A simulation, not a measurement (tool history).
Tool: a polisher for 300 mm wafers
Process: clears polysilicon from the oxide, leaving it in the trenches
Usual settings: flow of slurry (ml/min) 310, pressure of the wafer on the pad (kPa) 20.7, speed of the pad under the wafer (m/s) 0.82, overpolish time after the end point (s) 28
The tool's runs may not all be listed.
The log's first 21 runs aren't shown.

run    hour  flow of slurry (ml/min)  pressure of the wafer on the pad (kPa)  speed of the pad under the wafer (m/s)  overpolish time after the end point (s)  incoming thickness of the incoming film, nm  time until the end point was called (s)
      961.1  -- slurry nozzle cleaned
 22   974.5                      310                                    20.7                                    0.68                                       36                                        736.4                                     90.1
 23  1141.8                      310                                    15.9                                    0.82                                       14                                        748.1                                    101.2
 24  1181.8                      310                                    15.9                                    1.00                                       40                                        741.6                                     83.0
     1192.0  -- head pressure recalibrated
 25  1250.1                      280                                    15.2                                    1.08                                       21                                        751.7                                     84.9
     1311.2  -- worn pad replaced by a new one
 26  1311.8                      285                                    20.7                                    0.82                                       28                                        756.3                                     81.7
 27  1366.5                      370                                    26.2                                    0.68                                       22                                        751.4                                     73.5
 28  1433.6                      310                                    20.7                                    0.68                                       28                                        743.4                                     94.7
     1486.4  -- slurry nozzle cleaned
 29  1626.5                      310                                    18.6                                    0.82                                       28                                        754.0                                     87.1
 30  1683.3                      310                                    15.9                                    0.66                                       28                                        754.1                                    124.7
 31  1716.8                      210                                    26.9                                    0.82                                       16                                        743.2                                     63.0
 32  1784.1                      200                                    15.9                                    0.82                                       28                                        746.9                                    105.4
     1815.6  -- worn pad replaced by a new one
 33  1839.8                      380                                    14.5                                    0.82                                       28                                        759.4                                    111.0
 34  1863.9                      385                                    15.9                                    0.82                                       28                                        750.0                                    103.2
 35  1893.2                      355                                    16.5                                    0.60                                       22                                        748.2                                    128.6

3 ways to go on from here, each from the tool as it stands after run 35. What would each give?
  A  1893.7                      310                                    24.1                                    0.82                                       28                                        761.5                                        ?
  B  1893.7                      275                                    14.5                                    0.70                                       37                                        761.5                                        ?
  C  1893.7                      205                                    15.9                                    0.58                                       24                                        761.5                                        ?

run  time until the end point was called (s)
  A                                     70.1
  B                                    137.1
  C                                    154.6
Without the tool's hidden state the same runs would have given:
run  time until the end point was called (s)
  A                                     68.3
  B                                    133.1
  C                                    148.8
